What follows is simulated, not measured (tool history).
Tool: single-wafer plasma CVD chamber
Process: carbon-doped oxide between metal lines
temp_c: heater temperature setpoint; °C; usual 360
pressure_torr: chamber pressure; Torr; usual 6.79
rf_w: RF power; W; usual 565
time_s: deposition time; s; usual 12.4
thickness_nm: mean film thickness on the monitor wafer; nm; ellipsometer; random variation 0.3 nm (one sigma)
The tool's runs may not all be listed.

| run | hour | temp_c | pressure_torr | rf_w | time_s | wafers since the last listed run | hours since the last thermocouple change | hours since the last RF generator calibration | hours since the last manometer calibration | hours since the showerhead was replaced | hours since the gauge calibration | read-back reference wafer on the same gauge, thickness_nm | thickness_nm |
|---|---|---|---|---|---|---|---|---|---|---|---|---|---|
| 1 | 0 | 360 | 6.79 | 590 | 12.4 | 0 | 1636.9 | 340.2 | 1483.2 | 5946 | 922.9 | 75.165 | 65.475 |
| 2 | 43.4 | 360 | 6.79 | 565 | 12.4 | 1461 | 1680.3 | 383.6 | 1526.6 | 5989.4 | 966.3 | 75.285 | 64.346 |
| 3 | 96.1 | 360 | 6.79 | 565 | 12.4 | 1774 | 1733 | 436.3 | 1579.3 | 6042.1 | 1019 | 75.256 | 63.989 |
| 4 | 140.8 | 360 | 6.79 | 565 | 12.4 | 1505 | 1777.7 | 481 | 1624 | 6086.8 | 1063.7 | 75.349 | 64.318 |
| 5 | 166.2 | 360 | 6.79 | 520 | 12.4 | 855 | 1803.1 | 506.4 | 1649.4 | 6112.2 | 1089.1 | 75.123 | 62.108 |
|  | 205.5 | showerhead replaced |
| 6 | 215.7 | 360 | 6.79 | 520 | 12.4 | 1397 | 1852.6 | 555.9 | 1698.9 | 10.2 | 1138.6 | 75.301 | 61.831 |
| 7 | 266.1 | 360 | 6.79 | 520 | 12.4 | 1697 | 1903 | 606.3 | 1749.3 | 60.6 | 1189 | 75.202 | 62.497 |
| 8 | 300.5 | 351 | 7.33 | 565 | 12.4 | 1158 | 1937.4 | 640.7 | 1783.7 | 95 | 1223.4 | 75.201 | 66.791 |
| 9 | 333.2 | 351 | 7.33 | 565 | 12.4 | 1101 | 1970.1 | 673.4 | 1816.4 | 127.7 | 1256.1 | 75.193 | 66.841 |
| 10 | 371.3 | 360 | 6.79 | 660 | 10.4 | 1282 | 2008.2 | 711.5 | 1854.5 | 165.8 | 1294.2 | 75.343 | 58.124 |
| 11 | 424 | 360 | 6.79 | 470 | 12.4 | 1774 | 2060.9 | 764.2 | 1907.2 | 218.5 | 1346.9 | 75.173 | 58.899 |
| 12 | 463.2 | 360 | 8.34 | 500 | 12.4 | 1319 | 2100.1 | 803.4 | 1946.4 | 257.7 | 1386.1 | 75.208 | 62.048 |
| 13 | 500.3 | 360 | 6.79 | 565 | 12.4 | 1249 | 2137.2 | 840.5 | 1983.5 | 294.8 | 1423.2 | 75.177 | 64.057 |
|  | 513.1 | gauge calibrated |
| 14 | 531.3 | 360 | 6.79 | 565 | 12.4 | 1043 | 2168.2 | 871.5 | 2014.5 | 325.8 | 18.2 | 75.095 | 64.117 |

Run 15 comes next. What will it give?
| 15 | 574.1 | 360 | 5.13 | 490 | 12.4 | 1441 | 2211 | 914.3 | 2057.3 | 368.6 | 61 | ? | ? |

Run 15 gave read-back reference wafer on the same gauge, thickness_nm 75.111, thickness_nm 56.253 nm.
Without the tool's hidden state the same run would have given thickness_nm 57.511 nm.

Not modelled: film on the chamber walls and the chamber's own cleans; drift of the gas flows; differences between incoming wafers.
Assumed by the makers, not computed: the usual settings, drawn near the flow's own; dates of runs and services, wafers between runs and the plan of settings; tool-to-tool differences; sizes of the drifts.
